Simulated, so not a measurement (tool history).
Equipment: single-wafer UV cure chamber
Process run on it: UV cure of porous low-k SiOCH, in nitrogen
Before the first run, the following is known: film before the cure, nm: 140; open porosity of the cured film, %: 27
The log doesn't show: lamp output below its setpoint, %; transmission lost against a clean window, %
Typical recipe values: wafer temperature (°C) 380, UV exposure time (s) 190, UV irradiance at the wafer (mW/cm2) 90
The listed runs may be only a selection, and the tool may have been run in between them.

run,hour,wafer temperature (°C),UV exposure time (s),UV irradiance at the wafer (mW/cm2),wafers since the last listed run,hours since the UV bulbs were replaced,wafers since the quartz window was cleaned,loss of film thickness in the cure (%)
1,0.0,380,190,90,0,1435.1,2427,12.643
2,62.3,380,230,90,529,1497.4,2956,13.508
3,169.5,380,230,90,910,1604.6,3867,12.751
# hour 200.5: quartz window cleaned
4,248.7,380,230,90,605,1683.8,409,13.554
5,330.6,380,190,90,695,1765.7,1105,12.664
6,381.6,380,190,90,433,1816.7,1539,12.805
7,439.9,380,190,90,495,1875.0,2034,12.626
8,515.0,380,190,90,638,1950.1,2672,12.316
9,636.6,380,190,90,1033,2071.7,3705,11.907
# hour 724.7: quartz window cleaned
10,730.8,380,190,90,732,2165.9,52,12.878
11,837.6,380,190,90,907,2272.7,959,12.887
# hour 1054.0: UV bulbs replaced
12,1107.5,380,190,90,2225,53.5,3185,12.854
# hour 1162.4: quartz window cleaned
13,1170.3,396,190,90,465,116.3,67,13.919
14,1238.1,380,190,90,576,184.1,643,13.548
15,1335.0,362,220,90,823,281.0,1466,13.700
16,1418.0,390,230,72,705,364.0,2171,13.013
17,1496.5,380,190,127,667,442.5,2839,14.467
18,1597.5,387,190,102,858,543.5,3697,13.300
# hour 1670.6: quartz window cleaned
19,1701.0,380,140,102,811,647.0,258,12.266
20,1741.8,386,145,56,346,687.8,604,9.541
21,1829.3,380,295,90,743,775.3,1348,15.339
22,1918.3,380,190,76,756,864.3,2104,12.113
23,2021.1,380,190,90,873,967.1,2978,12.306
24,2065.9,380,245,90,380,1011.9,3359,13.514
25,2119.8,388,190,105,458,1065.8,3817,13.245
# hour 2138.1: quartz window cleaned
26,2178.3,380,190,90,429,1124.3,341,13.181
27,2273.8,380,190,90,811,1219.8,1152,12.823
28,2318.4,389,230,125,378,1264.4,1531,15.847
29,2386.1,372,190,113,575,1332.1,2107,13.546

3 ways to go on from here, each from the tool as it stands after run 29. What would each give?
A,2386.6,394,190,90,4,1332.6,2111,?
B,2386.6,397,190,108,4,1332.6,2111,?
C,2386.6,370,245,90,4,1332.6,2111,?

run,loss of film thickness in the cure (%)
A,12.938
B,13.986
C,13.784
Without the tool's hidden state the same runs would have given:
run,loss of film thickness in the cure (%)
A,14.097
B,15.168
C,14.961
